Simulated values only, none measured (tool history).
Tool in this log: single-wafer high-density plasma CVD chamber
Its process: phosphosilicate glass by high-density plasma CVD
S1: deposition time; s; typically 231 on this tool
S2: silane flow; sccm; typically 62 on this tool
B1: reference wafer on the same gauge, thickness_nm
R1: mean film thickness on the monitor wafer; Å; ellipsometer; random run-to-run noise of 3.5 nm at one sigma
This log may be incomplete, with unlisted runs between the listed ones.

Run 1, hour 0: usual settings but S1 251 s; B1 1140.169. Result: R1 15047.88 Å.
Run 2, hour 49.3: usual settings but S1 251 s; B1 1140.355. Result: R1 14952.97 Å.
Run 3, hour 92.6: usual settings but S1 251 s; B1 1140.268. Result: R1 14995.65 Å.
Run 4, hour 160.7: usual settings but S1 245 s; B1 1139.745. Result: R1 14677.56 Å.
Run 5, hour 208.7: usual settings but S1 245 s; B1 1139.767. Result: R1 14628.41 Å.
Run 6, hour 255.1: usual settings but S2 54 sccm; B1 1139.318. Result: R1 12016.03 Å.
Run 7, hour 445.4: usual settings; B1 1139.727. Result: R1 13819.96 Å.
Run 8, hour 496.6: usual settings; B1 1140.293. Result: R1 13821.92 Å.
Run 9, hour 556.3: usual settings; B1 1140.388. Result: R1 13815.66 Å.
Run 10, hour 627.7: usual settings; B1 1140.766. Result: R1 13839.9 Å.
Run 11, hour 685.6: usual settings; B1 1139.91. Result: R1 13867.77 Å.
Run 12, hour 736: usual settings; B1 1140.865. Result: R1 12701.32 Å.
Run 13, hour 785.6: usual settings; B1 1139.994. Result: R1 12691.91 Å.
Run 14, hour 834.2: usual settings; B1 1139.656. Result: R1 12743.58 Å.
Run 15, hour 868.4: usual settings but S1 188 s, S2 57 sccm; B1 1139.909. Result: R1 9526.95 Å.
Run 16, hour 926.4: usual settings but S1 254 s, S2 67 sccm; B1 1139.192. Result: R1 15041.03 Å.
Run 17, hour 972.8: usual settings but S1 258 s, S2 72 sccm; B1 1139.988. Result: R1 16614.35 Å.
Run 18, hour 1041.6: usual settings but S1 202 s, S2 71 sccm; B1 1140.315. Result: R1 13420.62 Å.
Run 19, hour 1074.7: usual settings; B1 1140.121. Result: R1 13426.4 Å.
Run 20, hour 1132: usual settings but S1 195 s, S2 72 sccm; B1 1139.796. Result: R1 13200.13 Å.
Run 21, hour 1193.8: usual settings; B1 1139.761. Result: R1 13462.58 Å.
Run 22, hour 1244.6: usual settings but S1 204 s, S2 52 sccm; B1 1139.668. Result: R1 10010.73 Å.
Run 23, hour 1300.2: usual settings but S1 204 s, S2 70 sccm; B1 1140.136. Result: R1 13414.75 Å.
Run 24, hour 1354.3: usual settings; B1 1140.363. Result: R1 13535.68 Å.
Run 25, hour 1381.9: usual settings but S2 53 sccm; B1 1140.296. Result: R1 11524.23 Å.
Run 26, hour 1433.1: usual settings but S1 205 s, S2 66 sccm; B1 1140.847. Result: R1 12819.67 Å.
Run 27, hour 1489: usual settings but S1 263 s, S2 50 sccm; B1 1140.148. Result: R1 12454.01 Å.
Run 28, hour 1524.6: usual settings; B1 1140.743. Result: R1 13622.58 Å.

Withheld: 3 entries from between the runs. Position of each, and hidden state at the listed run before versus the listed run after:
In the gap between runs 11 and 12: silane flow controller replaced (hour 705.5)
  delivered silane flow above the setpoint (%): 3.56 -> -5.16
  measured result minus the result with no hidden state, R1: +476.27 -> -691.62 Å
In the gap between runs 17 and 18: silane flow controller replaced, repeated, since the last time left the tool worse (hour 984.4); gauge calibrated (hour 1001.1)
  delivered silane flow above the setpoint (%): -4.51 -> 0.381
  measured result minus the result with no hidden state, R1: -785.27 -> +50.93 Å
